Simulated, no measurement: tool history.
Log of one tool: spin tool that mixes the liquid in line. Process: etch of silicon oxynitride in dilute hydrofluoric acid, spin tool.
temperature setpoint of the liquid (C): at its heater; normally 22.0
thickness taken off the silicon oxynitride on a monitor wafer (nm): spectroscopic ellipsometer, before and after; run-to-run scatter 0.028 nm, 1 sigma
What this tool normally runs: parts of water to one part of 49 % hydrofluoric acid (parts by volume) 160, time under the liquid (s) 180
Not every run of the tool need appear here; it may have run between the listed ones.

run,hour,temperature setpoint of the liquid (C),parts of water to one part of 49 % hydrofluoric acid (parts by volume),time under the liquid (s),wafers since the last listed run,hours since the thermometer was replaced,hours since the hydrofluoric acid flow meter was replaced,hours since the gauge calibration,"read-back film thickness of the silicon oxynitride reference wafer, read on the same gauge (nm)",thickness taken off the silicon oxynitride on a monitor wafer (nm)
1,0.0,22.0,160,180,0,1064.9,244.7,1640.3,49.991,1.842
2,48.2,22.0,160,180,436,1113.1,292.9,1688.5,49.971,1.835
3,76.2,22.0,160,180,253,1141.1,320.9,1716.5,49.995,1.824
4,145.4,22.0,160,180,625,1210.3,390.1,1785.7,49.984,1.793
5,187.9,22.0,160,180,384,1252.8,432.6,1828.2,49.984,1.784
6,224.3,22.0,160,180,329,1289.2,469.0,1864.6,50.055,1.734
7,267.6,22.0,160,180,391,1332.5,512.3,1907.9,49.977,1.750
# hour 306.4: gauge calibrated
8,317.5,20.0,160,180,451,1382.4,562.2,11.1,50.014,1.599
9,356.9,20.0,160,180,356,1421.8,601.6,50.5,50.048,1.568
10,407.8,20.0,160,180,460,1472.7,652.5,101.4,49.998,1.593
11,463.7,22.0,160,255,505,1528.6,708.4,157.3,50.001,2.395
# hour 519.2: hydrofluoric acid flow meter replaced
12,525.8,22.0,160,255,552,1590.7,6.6,219.4,49.970,2.726
13,553.6,22.0,160,255,251,1618.5,34.4,247.2,49.981,2.661
14,617.0,22.0,160,125,573,1681.9,97.8,310.6,49.998,1.317
15,663.9,23.5,160,265,424,1728.8,144.7,357.5,49.981,2.908
16,688.0,24.5,160,180,218,1752.9,168.8,381.6,49.986,2.131
17,745.4,26.5,160,180,519,1810.3,226.2,439.0,50.031,2.330
18,809.5,22.0,130,180,579,1874.4,290.3,503.1,49.997,2.382
19,852.4,22.0,160,180,388,1917.3,333.2,546.0,49.990,1.871
20,908.8,18.5,160,75,510,1973.7,389.6,602.4,49.989,0.637
21,943.6,22.0,115,180,314,2008.5,424.4,637.2,49.991,2.579
22,999.0,22.0,160,245,501,2063.9,479.8,692.6,50.005,2.458
23,1049.4,24.5,200,285,455,2114.3,530.2,743.0,50.013,2.428
24,1119.7,23.5,160,215,635,2184.6,600.5,813.3,49.982,2.311
# hour 1132.5: hydrofluoric acid flow meter replaced
25,1159.0,20.5,160,180,346,2223.9,26.5,852.6,49.997,1.780
# hour 1186.6: thermometer replaced
26,1216.3,25.5,195,180,509,29.7,83.8,909.9,50.019,1.821

Run 27, settings as shown, results not yet in. Your forecast:
27,1274.7,22.0,160,180,528,88.1,142.2,968.3,?,?

read-back film thickness of the silicon oxynitride reference wafer, read on the same gauge (nm): 50.009
thickness taken off the silicon oxynitride on a monitor wafer (nm): 1.916
On a tool with no hidden condition, and with the same random variation, this run would have come out at thickness taken off the silicon oxynitride on a monitor wafer (nm) 1.965.
